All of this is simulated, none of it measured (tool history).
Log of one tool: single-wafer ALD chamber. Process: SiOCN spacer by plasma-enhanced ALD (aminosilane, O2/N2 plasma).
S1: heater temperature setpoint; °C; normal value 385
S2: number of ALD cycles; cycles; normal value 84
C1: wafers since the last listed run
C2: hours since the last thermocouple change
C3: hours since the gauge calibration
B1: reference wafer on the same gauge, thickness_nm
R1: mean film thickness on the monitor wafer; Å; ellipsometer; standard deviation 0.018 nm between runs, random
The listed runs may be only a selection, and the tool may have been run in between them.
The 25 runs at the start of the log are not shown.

| run | day | S1 | S2 | C1 | C2 | C3 | B1 | R1 |
|---|---|---|---|---|---|---|---|---|
| 26 | 73.879 | 385 | 71 | 201 | 2054.6 | 3490.8 | 5.303 | 45.01 |
|  | 76.004 | thermocouple changed; heater temperature recalibrated |
| 27 | 76.442 | 394 | 89 | 159 | 10.5 | 3552.3 | 5.304 | 56.33 |
|  | 79.867 | gauge calibrated |
| 28 | 80.717 | 385 | 75 | 305 | 113.1 | 20.4 | 5.303 | 47.65 |
| 29 | 83.579 | 381 | 92 | 204 | 181.8 | 89.1 | 5.298 | 58.20 |
| 30 | 85.521 | 394 | 89 | 138 | 228.4 | 135.7 | 5.299 | 55.99 |
| 31 | 87.838 | 389 | 94 | 165 | 284.0 | 191.3 | 5.300 | 59.73 |
| 32 | 90.475 | 385 | 84 | 188 | 347.3 | 254.6 | 5.304 | 52.99 |
| 33 | 102.700 | 385 | 84 | 874 | 640.7 | 548.0 | 5.298 | 53.29 |
| 34 | 105.696 | 385 | 84 | 214 | 712.6 | 619.9 | 5.302 | 53.05 |
| 35 | 107.529 | 385 | 84 | 131 | 756.6 | 663.9 | 5.301 | 53.06 |
| 36 | 110.725 | 380 | 93 | 228 | 833.3 | 740.6 | 5.299 | 59.10 |

Predict the results of run 37:
| 37 | 113.288 | 385 | 84 | 183 | 894.8 | 802.1 | ? | ? |

{"run 37": {"B1": 5.298, "R1": 53.36}}
The same run, on a tool lacking any hidden state, would have yielded R1 53.36 Å.
